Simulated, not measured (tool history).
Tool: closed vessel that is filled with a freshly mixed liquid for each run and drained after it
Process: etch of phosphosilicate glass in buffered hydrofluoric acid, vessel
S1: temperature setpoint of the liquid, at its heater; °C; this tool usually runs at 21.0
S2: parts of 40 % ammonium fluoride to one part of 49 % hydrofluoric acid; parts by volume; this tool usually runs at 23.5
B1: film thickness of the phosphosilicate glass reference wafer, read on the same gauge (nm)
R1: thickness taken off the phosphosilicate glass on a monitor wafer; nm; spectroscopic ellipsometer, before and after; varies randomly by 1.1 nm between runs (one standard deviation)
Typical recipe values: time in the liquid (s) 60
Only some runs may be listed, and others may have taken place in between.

{"run": 1, "hour": 0.0, "S1": 21.0, "S2": 23.5, "time in the liquid (s)": 60, "B1": 122.33, "R1": 138.85}
{"run": 2, "hour": 75.7, "S1": 21.0, "S2": 23.5, "time in the liquid (s)": 60, "B1": 122.47, "R1": 139.53}
{"run": 3, "hour": 171.8, "S1": 21.0, "S2": 23.5, "time in the liquid (s)": 60, "B1": 122.65, "R1": 137.46}
{"run": 4, "hour": 245.8, "S1": 21.0, "S2": 23.5, "time in the liquid (s)": 60, "B1": 122.79, "R1": 139.84}
{"run": 5, "hour": 338.5, "S1": 21.0, "S2": 23.5, "time in the liquid (s)": 60, "B1": 122.98, "R1": 140.95}
{"run": 6, "hour": 416.4, "S1": 21.0, "S2": 23.5, "time in the liquid (s)": 60, "B1": 123.13, "R1": 141.18}
{"run": 7, "hour": 466.7, "S1": 21.0, "S2": 23.5, "time in the liquid (s)": 60, "B1": 123.24, "R1": 139.47}
{"run": 8, "hour": 506.6, "S1": 24.0, "S2": 23.5, "time in the liquid (s)": 60, "B1": 123.3, "R1": 166.31}
{"run": 9, "hour": 605.0, "S1": 21.0, "S2": 23.5, "time in the liquid (s)": 60, "B1": 123.48, "R1": 140.87}
{"hour": 655.0, "done": "thermometer replaced"}
{"run": 10, "hour": 693.7, "S1": 21.0, "S2": 23.5, "time in the liquid (s)": 60, "B1": 123.63, "R1": 140.03}
{"run": 11, "hour": 743.6, "S1": 21.0, "S2": 23.5, "time in the liquid (s)": 60, "B1": 123.71, "R1": 143.35}
{"run": 12, "hour": 796.8, "S1": 24.5, "S2": 23.5, "time in the liquid (s)": 45, "B1": 123.82, "R1": 129.1}
{"run": 13, "hour": 868.6, "S1": 24.5, "S2": 23.5, "time in the liquid (s)": 45, "B1": 123.99, "R1": 127.97}
{"run": 14, "hour": 924.4, "S1": 24.5, "S2": 23.5, "time in the liquid (s)": 45, "B1": 124.07, "R1": 129.99}
{"run": 15, "hour": 985.7, "S1": 21.0, "S2": 23.5, "time in the liquid (s)": 40, "B1": 124.21, "R1": 93.39}
{"run": 16, "hour": 1091.4, "S1": 21.0, "S2": 23.5, "time in the liquid (s)": 60, "B1": 124.38, "R1": 141.81}
{"run": 17, "hour": 1150.7, "S1": 17.0, "S2": 20.0, "time in the liquid (s)": 35, "B1": 124.49, "R1": 73.84}
{"hour": 1198.3, "done": "hydrofluoric acid flow meter replaced"}
{"run": 18, "hour": 1228.0, "S1": 18.5, "S2": 23.5, "time in the liquid (s)": 75, "B1": 124.66, "R1": 152.04}
{"hour": 1299.3, "done": "thermometer replaced"}
{"run": 19, "hour": 1527.0, "S1": 17.0, "S2": 28.5, "time in the liquid (s)": 35, "B1": 125.21, "R1": 58.12}
{"run": 20, "hour": 1628.3, "S1": 21.0, "S2": 30.0, "time in the liquid (s)": 85, "B1": 125.42, "R1": 168.99}
{"run": 21, "hour": 1715.3, "S1": 21.0, "S2": 23.5, "time in the liquid (s)": 60, "B1": 125.55, "R1": 140.98}
{"run": 22, "hour": 1796.1, "S1": 19.0, "S2": 23.5, "time in the liquid (s)": 50, "B1": 125.73, "R1": 106.19}
{"run": 23, "hour": 1844.7, "S1": 21.0, "S2": 23.5, "time in the liquid (s)": 60, "B1": 125.8, "R1": 143.37}
{"hour": 1891.6, "done": "gauge calibrated"}
{"run": 24, "hour": 1912.2, "S1": 19.5, "S2": 18.0, "time in the liquid (s)": 50, "B1": 119.74, "R1": 129.74}
{"run": 25, "hour": 1968.9, "S1": 21.0, "S2": 23.5, "time in the liquid (s)": 60, "B1": 119.83, "R1": 137.04}
{"run": 26, "hour": 2076.7, "S1": 21.0, "S2": 30.0, "time in the liquid (s)": 95, "B1": 120.06, "R1": 181.83}
{"hour": 2108.0, "done": "thermometer replaced"}
{"run": 27, "hour": 2145.5, "S1": 17.0, "S2": 23.5, "time in the liquid (s)": 45, "B1": 120.17, "R1": 80.42}
{"run": 28, "hour": 2246.1, "S1": 21.0, "S2": 18.5, "time in the liquid (s)": 60, "B1": 120.34, "R1": 163.44}
{"run": 29, "hour": 2296.5, "S1": 18.0, "S2": 26.0, "time in the liquid (s)": 60, "B1": 120.46, "R1": 107.91}
{"run": 30, "hour": 2387.6, "S1": 21.0, "S2": 30.0, "time in the liquid (s)": 80, "B1": 120.62, "R1": 155.97}
{"run": 31, "hour": 2461.3, "S1": 17.0, "S2": 19.5, "time in the liquid (s)": 60, "B1": 120.75, "R1": 125.23}

Forecast each of these 5 alternatives for the next run:
{"run": "A", "hour": 2462.0, "S1": 21.0, "S2": 23.5, "time in the liquid (s)": 60, "B1": "?", "R1": "?"}
{"run": "B", "hour": 2462.0, "S1": 21.0, "S2": 26.0, "time in the liquid (s)": 80, "B1": "?", "R1": "?"}
{"run": "C", "hour": 2462.0, "S1": 17.0, "S2": 18.5, "time in the liquid (s)": 60, "B1": "?", "R1": "?"}
{"run": "D", "hour": 2462.0, "S1": 24.0, "S2": 14.5, "time in the liquid (s)": 80, "B1": "?", "R1": "?"}
{"run": "E", "hour": 2462.0, "S1": 18.0, "S2": 23.5, "time in the liquid (s)": 60, "B1": "?", "R1": "?"}

run=A B1=120.78 R1=136.20
run=B B1=120.78 R1=169.35
run=C B1=120.78 R1=131.15
run=D B1=120.78 R1=328.80
run=E B1=120.78 R1=114.99
Without the tool's unlogged condition, the same runs would have read:
run=A R1=135.34
run=B R1=168.29
run=C R1=130.33
run=D R1=326.74
run=E R1=114.27
